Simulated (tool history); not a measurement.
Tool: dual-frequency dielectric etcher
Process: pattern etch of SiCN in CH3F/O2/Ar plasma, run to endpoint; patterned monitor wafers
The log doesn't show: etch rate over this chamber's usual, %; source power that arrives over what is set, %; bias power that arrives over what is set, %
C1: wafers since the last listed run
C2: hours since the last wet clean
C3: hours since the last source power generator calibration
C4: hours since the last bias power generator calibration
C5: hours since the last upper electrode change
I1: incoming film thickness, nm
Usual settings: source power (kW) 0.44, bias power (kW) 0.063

run 1 hour=0 | source_power_(kW)=0.44 bias_power_(kW)=0.063 | C1=0 C2=27.3 C3=3126.3 C4=3333.2 C5=5435.9 | I1=6.78 | endpoint_time_(s)=18
run 2 hour=19.2 | source_power_(kW)=0.44 bias_power_(kW)=0.063 | C1=198 C2=46.5 C3=3145.5 C4=3352.4 C5=5455.1 | I1=6.81 | endpoint_time_(s)=18.1
run 3 hour=35.8 | source_power_(kW)=0.44 bias_power_(kW)=0.063 | C1=171 C2=63.1 C3=3162.1 C4=3369 C5=5471.7 | I1=6.8 | endpoint_time_(s)=18
run 4 hour=50.3 | source_power_(kW)=0.44 bias_power_(kW)=0.063 | C1=149 C2=77.6 C3=3176.6 C4=3383.5 C5=5486.2 | I1=6.79 | endpoint_time_(s)=18.1
run 5 hour=64.6 | source_power_(kW)=0.44 bias_power_(kW)=0.063 | C1=147 C2=91.9 C3=3190.9 C4=3397.8 C5=5500.5 | I1=6.85 | endpoint_time_(s)=18.1
run 6 hour=76.7 | source_power_(kW)=0.44 bias_power_(kW)=0.063 | C1=125 C2=104 C3=3203 C4=3409.9 C5=5512.6 | I1=6.87 | endpoint_time_(s)=17.9
run 7 hour=98.5 | source_power_(kW)=0.44 bias_power_(kW)=0.063 | C1=225 C2=125.8 C3=3224.8 C4=3431.7 C5=5534.4 | I1=6.8 | endpoint_time_(s)=18
run 8 hour=112.9 | source_power_(kW)=0.44 bias_power_(kW)=0.059 | C1=148 C2=140.2 C3=3239.2 C4=3446.1 C5=5548.8 | I1=6.83 | endpoint_time_(s)=18.1
run 9 hour=126 | source_power_(kW)=0.41 bias_power_(kW)=0.063 | C1=135 C2=153.3 C3=3252.3 C4=3459.2 C5=5561.9 | I1=6.82 | endpoint_time_(s)=18.3
run 10 hour=146.9 | source_power_(kW)=0.41 bias_power_(kW)=0.063 | C1=215 C2=174.2 C3=3273.2 C4=3480.1 C5=5582.8 | I1=6.82 | endpoint_time_(s)=18.2
run 11 hour=180 | source_power_(kW)=0.44 bias_power_(kW)=0.063 | C1=342 C2=207.3 C3=3306.3 C4=3513.2 C5=5615.9 | I1=6.82 | endpoint_time_(s)=17.9
run 12 hour=211 | source_power_(kW)=0.44 bias_power_(kW)=0.063 | C1=320 C2=238.3 C3=3337.3 C4=3544.2 C5=5646.9 | I1=6.79 | endpoint_time_(s)=17.9
run 13 hour=227.6 | source_power_(kW)=0.44 bias_power_(kW)=0.063 | C1=171 C2=254.9 C3=3353.9 C4=3560.8 C5=5663.5 | I1=6.79 | endpoint_time_(s)=18.1
run 14 hour=250.4 | source_power_(kW)=0.44 bias_power_(kW)=0.063 | C1=235 C2=277.7 C3=3376.7 C4=3583.6 C5=5686.3 | I1=6.8 | endpoint_time_(s)=17.9
run 15 hour=269.7 | source_power_(kW)=0.44 bias_power_(kW)=0.063 | C1=199 C2=297 C3=3396 C4=3602.9 C5=5705.6 | I1=6.78 | endpoint_time_(s)=17.8
run 16 hour=291.9 | source_power_(kW)=0.44 bias_power_(kW)=0.063 | C1=229 C2=319.2 C3=3418.2 C4=3625.1 C5=5727.8 | I1=6.85 | endpoint_time_(s)=18
run 17 hour=305.5 | source_power_(kW)=0.44 bias_power_(kW)=0.063 | C1=140 C2=332.8 C3=3431.8 C4=3638.7 C5=5741.4 | I1=6.84 | endpoint_time_(s)=18
run 18 hour=317.7 | source_power_(kW)=0.44 bias_power_(kW)=0.063 | C1=126 C2=345 C3=3444 C4=3650.9 C5=5753.6 | I1=6.73 | endpoint_time_(s)=17.7
run 19 hour=348.8 | source_power_(kW)=0.44 bias_power_(kW)=0.063 | C1=321 C2=376.1 C3=3475.1 C4=3682 C5=5784.7 | I1=6.8 | endpoint_time_(s)=17.9
-- hour=390.3 upper electrode replaced
run 20 hour=390.8 | source_power_(kW)=0.35 bias_power_(kW)=0.056 | C1=186 C2=418.1 C3=3517.1 C4=3724 C5=0.5 | I1=6.83 | endpoint_time_(s)=19.4
run 21 hour=396.3 | source_power_(kW)=0.34 bias_power_(kW)=0.074 | C1=56 C2=423.6 C3=3522.6 C4=3729.5 C5=6 | I1=6.82 | endpoint_time_(s)=18.8
run 22 hour=419.6 | source_power_(kW)=0.34 bias_power_(kW)=0.049 | C1=240 C2=446.9 C3=3545.9 C4=3752.8 C5=29.3 | I1=6.81 | endpoint_time_(s)=20.2
run 23 hour=454.4 | source_power_(kW)=0.44 bias_power_(kW)=0.078 | C1=359 C2=481.7 C3=3580.7 C4=3787.6 C5=64.1 | I1=6.81 | endpoint_time_(s)=17.1
run 24 hour=466.7 | source_power_(kW)=0.4 bias_power_(kW)=0.063 | C1=127 C2=494 C3=3593 C4=3799.9 C5=76.4 | I1=6.78 | endpoint_time_(s)=18.2
-- hour=484.3 source power generator calibrated
run 25 hour=498.3 | source_power_(kW)=0.33 bias_power_(kW)=0.055 | C1=285 C2=525.6 C3=14 C4=3831.5 C5=108 | I1=6.83 | endpoint_time_(s)=19.9
-- hour=523.7 wet clean of the chamber
run 26 hour=524.2 | source_power_(kW)=0.44 bias_power_(kW)=0.048 | C1=19 C2=0.5 C3=39.9 C4=3857.4 C5=133.9 | I1=6.76 | endpoint_time_(s)=18.4
-- hour=532.6 bias power generator calibrated
run 27 hour=545.4 | source_power_(kW)=0.48 bias_power_(kW)=0.075 | C1=177 C2=21.7 C3=61.1 C4=12.8 C5=155.1 | I1=6.77 | endpoint_time_(s)=17
run 28 hour=569.2 | source_power_(kW)=0.44 bias_power_(kW)=0.063 | C1=245 C2=45.5 C3=84.9 C4=36.6 C5=178.9 | I1=6.81 | endpoint_time_(s)=17.8
run 29 hour=590.6 | source_power_(kW)=0.48 bias_power_(kW)=0.057 | C1=221 C2=66.9 C3=106.3 C4=58 C5=200.3 | I1=6.84 | endpoint_time_(s)=17.9
run 30 hour=619.4 | source_power_(kW)=0.5 bias_power_(kW)=0.048 | C1=297 C2=95.7 C3=135.1 C4=86.8 C5=229.1 | I1=6.76 | endpoint_time_(s)=17.9
run 31 hour=636.9 | source_power_(kW)=0.34 bias_power_(kW)=0.063 | C1=180 C2=113.2 C3=152.6 C4=104.3 C5=246.6 | I1=6.75 | endpoint_time_(s)=18.8
run 32 hour=669 | source_power_(kW)=0.41 bias_power_(kW)=0.073 | C1=331 C2=145.3 C3=184.7 C4=136.4 C5=278.7 | I1=6.81 | endpoint_time_(s)=17.7
run 33 hour=697.4 | source_power_(kW)=0.38 bias_power_(kW)=0.051 | C1=293 C2=173.7 C3=213.1 C4=164.8 C5=307.1 | I1=6.77 | endpoint_time_(s)=19.2

What the log doesn't show, run by run:
etch rate over this chamber's usual, %: 0 in every run
source power that arrives over what is set, %: 0 in every run
bias power that arrives over what is set, %: 0 in every run

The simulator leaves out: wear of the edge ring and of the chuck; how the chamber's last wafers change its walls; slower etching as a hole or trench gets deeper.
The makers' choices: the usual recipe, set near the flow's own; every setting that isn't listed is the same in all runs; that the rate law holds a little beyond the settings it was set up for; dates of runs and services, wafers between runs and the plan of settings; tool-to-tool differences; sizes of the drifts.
